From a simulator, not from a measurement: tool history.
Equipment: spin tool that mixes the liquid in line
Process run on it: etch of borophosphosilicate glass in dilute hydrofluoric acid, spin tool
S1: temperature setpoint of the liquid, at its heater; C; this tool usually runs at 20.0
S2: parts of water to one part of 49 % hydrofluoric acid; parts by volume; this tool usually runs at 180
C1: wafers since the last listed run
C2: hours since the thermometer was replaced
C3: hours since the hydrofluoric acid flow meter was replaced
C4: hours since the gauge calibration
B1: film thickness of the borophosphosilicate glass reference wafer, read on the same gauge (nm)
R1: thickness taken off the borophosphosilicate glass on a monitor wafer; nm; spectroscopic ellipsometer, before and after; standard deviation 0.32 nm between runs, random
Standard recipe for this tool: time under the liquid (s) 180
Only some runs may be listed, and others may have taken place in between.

{"run": 1, "hour": 0.0, "S1": 20.0, "S2": 180, "time under the liquid (s)": 180, "C1": 0, "C2": 162.7, "C3": 2030.7, "C4": 1496.6, "B1": 50.02, "R1": 42.11}
{"run": 2, "hour": 37.1, "S1": 20.0, "S2": 180, "time under the liquid (s)": 180, "C1": 198, "C2": 199.8, "C3": 2067.8, "C4": 1533.7, "B1": 49.95, "R1": 42.49}
{"run": 3, "hour": 78.4, "S1": 20.0, "S2": 180, "time under the liquid (s)": 180, "C1": 221, "C2": 241.1, "C3": 2109.1, "C4": 1575.0, "B1": 49.97, "R1": 42.22}
{"run": 4, "hour": 137.4, "S1": 20.0, "S2": 180, "time under the liquid (s)": 180, "C1": 315, "C2": 300.1, "C3": 2168.1, "C4": 1634.0, "B1": 50.03, "R1": 43.42}
{"run": 5, "hour": 234.0, "S1": 20.0, "S2": 180, "time under the liquid (s)": 180, "C1": 517, "C2": 396.7, "C3": 2264.7, "C4": 1730.6, "B1": 50.0, "R1": 42.66}
{"run": 6, "hour": 290.3, "S1": 17.0, "S2": 180, "time under the liquid (s)": 95, "C1": 301, "C2": 453.0, "C3": 2321.0, "C4": 1786.9, "B1": 50.02, "R1": 20.24}
{"run": 7, "hour": 359.6, "S1": 20.0, "S2": 160, "time under the liquid (s)": 100, "C1": 371, "C2": 522.3, "C3": 2390.3, "C4": 1856.2, "B1": 50.0, "R1": 27.8}
{"run": 8, "hour": 463.7, "S1": 20.0, "S2": 180, "time under the liquid (s)": 180, "C1": 557, "C2": 626.4, "C3": 2494.4, "C4": 1960.3, "B1": 50.03, "R1": 43.51}
{"hour": 480.0, "done": "gauge calibrated"}
{"run": 9, "hour": 503.0, "S1": 20.0, "S2": 180, "time under the liquid (s)": 230, "C1": 210, "C2": 665.7, "C3": 2533.7, "C4": 23.0, "B1": 50.01, "R1": 56.49}
{"hour": 531.0, "done": "hydrofluoric acid flow meter replaced"}
{"run": 10, "hour": 603.0, "S1": 20.0, "S2": 180, "time under the liquid (s)": 230, "C1": 530, "C2": 765.7, "C3": 72.0, "C4": 123.0, "B1": 50.01, "R1": 56.18}
{"run": 11, "hour": 639.3, "S1": 20.0, "S2": 180, "time under the liquid (s)": 180, "C1": 194, "C2": 802.0, "C3": 108.3, "C4": 159.3, "B1": 49.99, "R1": 44.56}
{"run": 12, "hour": 700.9, "S1": 20.0, "S2": 180, "time under the liquid (s)": 180, "C1": 329, "C2": 863.6, "C3": 169.9, "C4": 220.9, "B1": 50.02, "R1": 44.59}
{"run": 13, "hour": 792.0, "S1": 20.0, "S2": 180, "time under the liquid (s)": 210, "C1": 487, "C2": 954.7, "C3": 261.0, "C4": 312.0, "B1": 50.01, "R1": 51.3}
{"run": 14, "hour": 840.0, "S1": 17.0, "S2": 140, "time under the liquid (s)": 115, "C1": 257, "C2": 1002.7, "C3": 309.0, "C4": 360.0, "B1": 50.01, "R1": 34.48}
{"run": 15, "hour": 879.7, "S1": 20.0, "S2": 180, "time under the liquid (s)": 180, "C1": 212, "C2": 1042.4, "C3": 348.7, "C4": 399.7, "B1": 50.0, "R1": 44.79}
{"run": 16, "hour": 935.3, "S1": 17.0, "S2": 240, "time under the liquid (s)": 220, "C1": 297, "C2": 1098.0, "C3": 404.3, "C4": 455.3, "B1": 49.99, "R1": 35.28}
{"run": 17, "hour": 973.0, "S1": 18.0, "S2": 180, "time under the liquid (s)": 180, "C1": 201, "C2": 1135.7, "C3": 442.0, "C4": 493.0, "B1": 49.97, "R1": 42.07}
{"run": 18, "hour": 1065.0, "S1": 17.0, "S2": 230, "time under the liquid (s)": 180, "C1": 492, "C2": 1227.7, "C3": 534.0, "C4": 585.0, "B1": 50.01, "R1": 30.4}
{"run": 19, "hour": 1126.9, "S1": 20.0, "S2": 125, "time under the liquid (s)": 290, "C1": 331, "C2": 1289.6, "C3": 595.9, "C4": 646.9, "B1": 49.99, "R1": 115.05}
{"hour": 1222.2, "done": "thermometer replaced"}
{"run": 20, "hour": 1226.5, "S1": 20.0, "S2": 180, "time under the liquid (s)": 180, "C1": 527, "C2": 4.3, "C3": 695.5, "C4": 746.5, "B1": 50.0, "R1": 40.96}
{"run": 21, "hour": 1301.1, "S1": 20.0, "S2": 180, "time under the liquid (s)": 255, "C1": 399, "C2": 78.9, "C3": 770.1, "C4": 821.1, "B1": 50.0, "R1": 59.12}
{"run": 22, "hour": 1348.8, "S1": 21.5, "S2": 125, "time under the liquid (s)": 280, "C1": 255, "C2": 126.6, "C3": 817.8, "C4": 868.8, "B1": 49.99, "R1": 105.46}
{"run": 23, "hour": 1410.4, "S1": 20.0, "S2": 250, "time under the liquid (s)": 180, "C1": 329, "C2": 188.2, "C3": 879.4, "C4": 930.4, "B1": 49.98, "R1": 28.21}
{"run": 24, "hour": 1557.3, "S1": 20.0, "S2": 180, "time under the liquid (s)": 180, "C1": 786, "C2": 335.1, "C3": 1026.3, "C4": 1077.3, "B1": 50.0, "R1": 42.33}

Across each entry between runs, compare the hidden state at the last listed run before it with the hidden state at the first listed run after it:
From run 8 to run 9: gauge calibrated (hour 480.0)
  liquid hotter than its thermometer reads (K): 1.51 -> 1.59
  the result without the hidden state subtracted from the measured one, R1: +2.48 -> +3.38 nm
From run 9 to run 10: hydrofluoric acid flow meter replaced (hour 531.0)
  liquid hotter than its thermometer reads (K): 1.59 -> 1.79
  the result without the hidden state subtracted from the measured one, R1: +3.38 -> +3.76 nm
From run 19 to run 20: thermometer replaced (hour 1222.2)
  liquid hotter than its thermometer reads (K): 2.83 -> 0.0587
  the result without the hidden state subtracted from the measured one, R1: +12.28 -> +0.09 nm

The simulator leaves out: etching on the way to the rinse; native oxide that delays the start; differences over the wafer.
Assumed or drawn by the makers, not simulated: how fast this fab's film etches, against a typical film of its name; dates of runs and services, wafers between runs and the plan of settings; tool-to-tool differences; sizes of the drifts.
